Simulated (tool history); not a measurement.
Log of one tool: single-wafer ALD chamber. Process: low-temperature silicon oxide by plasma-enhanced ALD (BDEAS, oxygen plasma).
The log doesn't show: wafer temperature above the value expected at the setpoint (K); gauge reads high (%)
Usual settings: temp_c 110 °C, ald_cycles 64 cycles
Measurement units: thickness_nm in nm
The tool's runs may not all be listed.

| run | day | temp_c | ald_cycles | wafers since the last listed run | hours since the last thermocouple change | hours since the gauge calibration | read-back reference wafer on the same gauge, thickness_nm | thickness_nm |
|---|---|---|---|---|---|---|---|---|
| 1 | 0 | 110 | 64 | 0 | 2126.3 | 1510.2 | 9.241 | 9.556 |
| 2 | 2.912 | 110 | 64 | 442 | 2196.2 | 1580.1 | 9.242 | 9.537 |
| 3 | 6.575 | 110 | 69 | 556 | 2284.1 | 1668 | 9.24 | 10.235 |
| 4 | 8.208 | 110 | 69 | 248 | 2323.3 | 1707.2 | 9.243 | 10.268 |
| 5 | 10.854 | 110 | 69 | 402 | 2386.8 | 1770.7 | 9.24 | 10.277 |
| 6 | 14.1 | 101 | 64 | 493 | 2464.7 | 1848.6 | 9.238 | 9.701 |
| 7 | 17.325 | 101 | 64 | 490 | 2542.1 | 1926 | 9.238 | 9.763 |
| 8 | 21.521 | 121 | 64 | 637 | 2642.8 | 2026.7 | 9.238 | 9.293 |
| 9 | 24.35 | 121 | 64 | 430 | 2710.7 | 2094.6 | 9.237 | 9.315 |
|  | 25.896 | thermocouple changed; heater temperature recalibrated |
| 10 | 28.55 | 110 | 64 | 587 | 63.7 | 2195.4 | 9.235 | 9.528 |
|  | 29.296 | gauge calibrated |
| 11 | 32.325 | 110 | 64 | 573 | 154.3 | 72.7 | 9.235 | 9.51 |
| 12 | 36.442 | 110 | 64 | 625 | 253.1 | 171.5 | 9.24 | 9.501 |
| 13 | 38.396 | 110 | 64 | 297 | 300 | 218.4 | 9.239 | 9.514 |
| 14 | 41.933 | 110 | 64 | 537 | 384.9 | 303.3 | 9.237 | 9.493 |
| 15 | 45.142 | 110 | 69 | 487 | 461.9 | 380.3 | 9.243 | 10.275 |
| 16 | 47.933 | 110 | 69 | 424 | 528.9 | 447.3 | 9.238 | 10.271 |
| 17 | 51.333 | 104 | 72 | 516 | 610.5 | 528.9 | 9.234 | 10.882 |
| 18 | 52.962 | 125 | 59 | 247 | 649.6 | 568 | 9.246 | 8.509 |
| 19 | 56.142 | 96 | 72 | 483 | 725.9 | 644.3 | 9.246 | 11.148 |
| 20 | 58.696 | 118 | 54 | 388 | 787.2 | 705.6 | 9.246 | 7.914 |
| 21 | 62.238 | 110 | 58 | 538 | 872.2 | 790.6 | 9.245 | 8.635 |
| 22 | 66.488 | 118 | 64 | 646 | 974.2 | 892.6 | 9.239 | 9.356 |
| 23 | 69.479 | 97 | 76 | 454 | 1046 | 964.4 | 9.244 | 11.715 |
| 24 | 73.871 | 110 | 64 | 667 | 1151.4 | 1069.8 | 9.242 | 9.527 |
| 25 | 76.567 | 99 | 57 | 409 | 1216.1 | 1134.5 | 9.236 | 8.692 |

Below are 4 alternative next runs, each starting from the tool's condition after run 25. Predict each:
| A | 76.588 | 110 | 64 | 3 | 1216.6 | 1135 | ? | ? |
| B | 76.588 | 102 | 74 | 3 | 1216.6 | 1135 | ? | ? |
| C | 76.588 | 122 | 64 | 3 | 1216.6 | 1135 | ? | ? |
| D | 76.588 | 105 | 55 | 3 | 1216.6 | 1135 | ? | ? |

| run | read-back reference wafer on the same gauge, thickness_nm | thickness_nm |
|---|---|---|
| A | 9.242 | 9.531 |
| B | 9.242 | 11.205 |
| C | 9.242 | 9.291 |
| D | 9.242 | 8.276 |
With the hidden condition removed and each run's random variation left untouched, the same runs would have given:
| run | thickness_nm |
|---|---|
| A | 9.531 |
| B | 11.205 |
| C | 9.291 |
| D | 8.276 |

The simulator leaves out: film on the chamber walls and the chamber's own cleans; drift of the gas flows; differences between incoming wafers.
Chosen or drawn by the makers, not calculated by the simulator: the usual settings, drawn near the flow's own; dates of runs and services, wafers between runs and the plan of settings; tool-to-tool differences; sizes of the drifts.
